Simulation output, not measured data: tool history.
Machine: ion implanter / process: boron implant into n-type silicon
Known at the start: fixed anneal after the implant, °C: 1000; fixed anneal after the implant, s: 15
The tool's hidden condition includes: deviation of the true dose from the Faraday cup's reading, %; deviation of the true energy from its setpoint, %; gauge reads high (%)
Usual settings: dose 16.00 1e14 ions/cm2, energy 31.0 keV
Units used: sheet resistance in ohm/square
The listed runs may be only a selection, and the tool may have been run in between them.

run	hour	dose	energy	wafers since the last listed run	hours since the last dose calibration	hours since the extraction supply was calibrated	hours since the gauge calibration	read-back reference wafer on the same gauge, sheet resistance	sheet resistance
1	0.0	16.00	31.0	0	526.9	2814.4	423.3	70.62	87.73
2	38.7	16.00	31.0	432	565.6	2853.1	462.0	70.59	87.61
3	100.1	16.00	31.0	686	627.0	2914.5	523.4	70.60	87.21
4	152.0	16.00	31.0	580	678.9	2966.4	575.3	70.65	87.39
5	212.0	16.00	31.0	671	738.9	3026.4	635.3	70.59	87.51
6	253.5	16.00	31.0	464	780.4	3067.9	676.8	70.58	87.97
7	305.8	18.00	31.0	584	832.7	3120.2	729.1	70.61	80.83
# hour 313.2: gauge calibrated
8	376.8	19.01	31.0	794	903.7	3191.2	63.6	70.57	78.02
9	441.1	13.79	31.0	719	968.0	3255.5	127.9	70.62	98.04
10	482.2	13.79	31.0	459	1009.1	3296.6	169.0	70.59	97.70
11	548.0	16.00	31.0	735	1074.9	3362.4	234.8	70.66	87.65
12	600.4	16.00	31.0	586	1127.3	3414.8	287.2	70.64	87.85
13	660.7	16.00	31.0	674	1187.6	3475.1	347.5	70.59	87.79
# hour 696.4: Faraday cup replaced and dose calibrated
14	714.9	16.00	31.0	516	18.5	3529.3	401.7	70.62	87.01
15	782.6	20.13	41.5	757	86.2	3597.0	469.4	70.60	71.71
# hour 835.9: extraction supply calibrated
16	852.2	16.00	31.0	688	155.8	16.3	539.0	70.59	87.05
17	886.6	14.08	25.5	384	190.2	50.7	573.4	70.55	97.42
18	942.8	13.79	31.0	628	246.4	106.9	629.6	70.63	97.01
19	994.8	16.00	41.0	581	298.4	158.9	681.6	70.58	85.12
20	1030.2	12.00	37.0	395	333.8	194.3	717.0	70.61	107.10
21	1075.4	13.76	38.0	505	379.0	239.5	762.2	70.66	96.04
22	1127.6	17.27	39.0	583	431.2	291.7	814.4	70.54	80.93
# hour 1136.2: gauge calibrated
23	1186.6	11.30	36.0	659	490.2	350.7	50.4	70.53	112.40
24	1217.4	16.00	37.0	344	521.0	381.5	81.2	70.61	85.79
25	1395.9	20.06	28.0	1996	699.5	560.0	259.7	70.57	76.55
26	1448.5	16.00	31.0	588	752.1	612.6	312.3	70.61	87.37
27	1498.6	13.39	25.5	560	802.2	662.7	362.4	70.60	101.20
28	1556.3	16.00	31.0	645	859.9	720.4	420.1	70.61	87.31
29	1587.5	18.18	21.5	348	891.1	751.6	451.3	70.59	85.74

Give the tool's hidden conditions for every run:
deviation of the true energy from its setpoint, %: 0 on each run
gauge reads high (%): 0 on each run
H1: deviation of the true dose from the Faraday cup's reading, %
run	H1
1	-0.644
2	-0.683
3	-0.745
4	-0.798
5	-0.858
6	-0.9
7	-0.953
8	-1.02
9	-1.09
10	-1.13
11	-1.2
12	-1.25
13	-1.31
14	0.02
15	-0.0484
16	-0.119
17	-0.154
18	-0.21
19	-0.263
20	-0.299
21	-0.345
22	-0.397
23	-0.457
24	-0.488
25	-0.669
26	-0.722
27	-0.773
28	-0.831
29	-0.863
